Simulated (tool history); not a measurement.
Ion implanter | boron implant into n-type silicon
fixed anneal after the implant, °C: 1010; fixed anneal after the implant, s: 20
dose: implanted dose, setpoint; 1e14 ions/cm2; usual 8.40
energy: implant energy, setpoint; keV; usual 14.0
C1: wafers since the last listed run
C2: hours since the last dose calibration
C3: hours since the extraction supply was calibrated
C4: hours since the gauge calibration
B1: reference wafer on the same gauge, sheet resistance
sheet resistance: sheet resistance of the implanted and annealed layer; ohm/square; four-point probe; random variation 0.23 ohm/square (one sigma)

Run 1, day 0.000: usual settings; C1 0; C2 578.9; C3 1181.5; C4 1441.8; B1 133.02. Result: sheet resistance 151.31 ohm/square.
Run 2, day 2.312: usual settings; C1 885; C2 634.4; C3 1237.0; C4 1497.3; B1 133.00. Result: sheet resistance 150.89 ohm/square.
Run 3, day 5.004: usual settings; C1 1030; C2 699.0; C3 1301.6; C4 1561.9; B1 132.99. Result: sheet resistance 151.58 ohm/square.
Run 4, day 7.604: usual settings; C1 995; C2 761.4; C3 1364.0; C4 1624.3; B1 132.95. Result: sheet resistance 150.85 ohm/square.
Run 5, day 9.517: usual settings but energy 10.5 keV; C1 732; C2 807.3; C3 1409.9; C4 1670.2; B1 133.03. Result: sheet resistance 157.04 ohm/square.
Run 6, day 11.962: usual settings but energy 10.5 keV; C1 936; C2 866.0; C3 1468.6; C4 1728.9; B1 132.97. Result: sheet resistance 157.07 ohm/square.
Run 7, day 14.058: usual settings; C1 802; C2 916.3; C3 1518.9; C4 1779.2; B1 133.00. Result: sheet resistance 150.72 ohm/square.
Run 8, day 18.479: usual settings; C1 1693; C2 1022.4; C3 1625.0; C4 1885.3; B1 133.04. Result: sheet resistance 150.74 ohm/square.
Run 9, day 28.688: usual settings; C1 3910; C2 1267.4; C3 1870.0; C4 2130.3; B1 132.96. Result: sheet resistance 150.26 ohm/square.
Run 10, day 31.246: usual settings; C1 979; C2 1328.8; C3 1931.4; C4 2191.7; B1 132.98. Result: sheet resistance 150.76 ohm/square.
Run 11, day 33.979: usual settings but dose 6.86 1e14 ions/cm2; C1 1046; C2 1394.4; C3 1997.0; C4 2257.3; B1 133.03. Result: sheet resistance 178.19 ohm/square.
Run 12, day 36.679: usual settings but dose 6.86 1e14 ions/cm2; C1 1034; C2 1459.2; C3 2061.8; C4 2322.1; B1 132.98. Result: sheet resistance 178.59 ohm/square.
Run 13, day 39.825: usual settings but dose 6.41 1e14 ions/cm2; C1 1204; C2 1534.7; C3 2137.3; C4 2397.6; B1 132.97. Result: sheet resistance 189.11 ohm/square.
Run 14, day 41.858: usual settings but dose 6.41 1e14 ions/cm2; C1 778; C2 1583.5; C3 2186.1; C4 2446.4; B1 133.00. Result: sheet resistance 188.65 ohm/square.
Run 15, day 45.812: usual settings; C1 1514; C2 1678.4; C3 2281.0; C4 2541.3; B1 133.01. Result: sheet resistance 150.14 ohm/square.
Run 16, day 47.829: usual settings; C1 772; C2 1726.8; C3 2329.4; C4 2589.7; B1 132.96. Result: sheet resistance 150.58 ohm/square.
At day 49.142: Faraday cup replaced and dose calibrated.
Run 17, day 49.512: usual settings; C1 517; C2 8.9; C3 2369.8; C4 2630.1; B1 133.02. Result: sheet resistance 152.10 ohm/square.
Run 18, day 51.225: usual settings but energy 10.0 keV; C1 655; C2 50.0; C3 2410.9; C4 2671.2; B1 133.04. Result: sheet resistance 158.79 ohm/square.
Run 19, day 53.854: usual settings but dose 7.45 1e14 ions/cm2, energy 18.0 keV; C1 1007; C2 113.1; C3 2474.0; C4 2734.3; B1 133.00. Result: sheet resistance 164.13 ohm/square.
At day 57.208: gauge calibrated.
At day 60.725: extraction supply calibrated.
Run 20, day 63.862: usual settings but dose 7.75 1e14 ions/cm2, energy 16.5 keV; C1 3705; C2 353.3; C3 75.3; C4 159.7; B1 133.02. Result: sheet resistance 158.91 ohm/square.
Run 21, day 65.729: usual settings but dose 10.77 1e14 ions/cm2; C1 714; C2 398.1; C3 120.1; C4 204.5; B1 132.98. Result: sheet resistance 124.66 ohm/square.
Run 22, day 69.162: usual settings but dose 6.41 1e14 ions/cm2; C1 1315; C2 480.5; C3 202.5; C4 286.9; B1 133.04. Result: sheet resistance 188.79 ohm/square.
Run 23, day 72.192: usual settings but energy 18.5 keV; C1 1160; C2 553.2; C3 275.2; C4 359.6; B1 133.05. Result: sheet resistance 146.15 ohm/square.
Run 24, day 74.788: usual settings; C1 994; C2 615.5; C3 337.5; C4 421.9; B1 133.02. Result: sheet resistance 150.84 ohm/square.
Run 25, day 76.462: usual settings but dose 6.81 1e14 ions/cm2, energy 18.0 keV; C1 641; C2 655.7; C3 377.7; C4 462.1; B1 133.01. Result: sheet resistance 175.45 ohm/square.
Run 26, day 79.642: usual settings; C1 1217; C2 732.0; C3 454.0; C4 538.4; B1 133.01. Result: sheet resistance 150.49 ohm/square.
Run 27, day 83.971: usual settings but dose 7.30 1e14 ions/cm2, energy 17.5 keV; C1 1658; C2 835.9; C3 557.9; C4 642.3; B1 133.02. Result: sheet resistance 165.88 ohm/square.
Run 28, day 86.321: usual settings but energy 12.5 keV; C1 900; C2 892.3; C3 614.3; C4 698.7; B1 133.00. Result: sheet resistance 152.44 ohm/square.
Run 29, day 87.900: usual settings but dose 6.27 1e14 ions/cm2, energy 11.0 keV; C1 604; C2 930.2; C3 652.2; C4 736.6; B1 133.02. Result: sheet resistance 196.06 ohm/square.
Run 30, day 91.579: usual settings but dose 7.75 1e14 ions/cm2, energy 16.5 keV; C1 1409; C2 1018.5; C3 740.5; C4 824.9; B1 133.02. Result: sheet resistance 158.05 ohm/square.
Run 31, day 93.929: usual settings; C1 900; C2 1074.9; C3 796.9; C4 881.3; B1 133.00. Result: sheet resistance 150.53 ohm/square.
Run 32, day 98.058: usual settings but dose 10.24 1e14 ions/cm2, energy 17.0 keV; C1 1581; C2 1174.0; C3 896.0; C4 980.4; B1 133.02. Result: sheet resistance 125.17 ohm/square.
Run 33, day 100.221: usual settings but dose 6.80 1e14 ions/cm2, energy 19.0 keV; C1 828; C2 1225.9; C3 947.9; C4 1032.3; B1 133.03. Result: sheet resistance 174.47 ohm/square.
Run 34, day 103.950: usual settings; C1 1428; C2 1315.4; C3 1037.4; C4 1121.8; B1 133.00. Result: sheet resistance 150.36 ohm/square.
Run 35, day 108.004: usual settings but dose 10.67 1e14 ions/cm2, energy 11.0 keV; C1 1552; C2 1412.7; C3 1134.7; C4 1219.1; B1 132.96. Result: sheet resistance 130.82 ohm/square.
Run 36, day 111.383: usual settings but dose 7.73 1e14 ions/cm2, energy 17.5 keV; C1 1294; C2 1493.8; C3 1215.8; C4 1300.2; B1 132.97. Result: sheet resistance 157.20 ohm/square.
Run 37, day 113.579: usual settings but dose 6.02 1e14 ions/cm2; C1 841; C2 1546.5; C3 1268.5; C4 1352.9; B1 133.01. Result: sheet resistance 197.81 ohm/square.

Some steps in sheet resistance between neighbouring runs. How much of each would the tool show without its hidden state too (settings, what came in, random variation), and how much is left for the hidden state, with any gauge scatter that isn't in both results?
The hidden state here: deviation of the true dose from the Faraday cup's reading, %; deviation of the true energy from its setpoint, %; gauge reads high (%).
Run 16 -> 17: Faraday cup replaced and dose calibrated. sheet resistance +1.52 ohm/square: hidden state +1.89, all else -0.37.
Run 21 -> 22: dose 10.77 -> 6.41. sheet resistance +64.13 ohm/square: hidden state -1.03, all else +65.16.
Run 28 -> 29: dose 8.40 -> 6.27, energy 12.5 -> 11.0. sheet resistance +43.62 ohm/square: hidden state -0.77, all else +44.39.
Run 32 -> 33: dose 10.24 -> 6.80, energy 17.0 -> 19.0. sheet resistance +49.30 ohm/square: hidden state -1.01, all else +50.31.
Run 35 -> 36: dose 10.67 -> 7.73, energy 11.0 -> 17.5. sheet resistance +26.38 ohm/square: hidden state -1.05, all else +27.43.
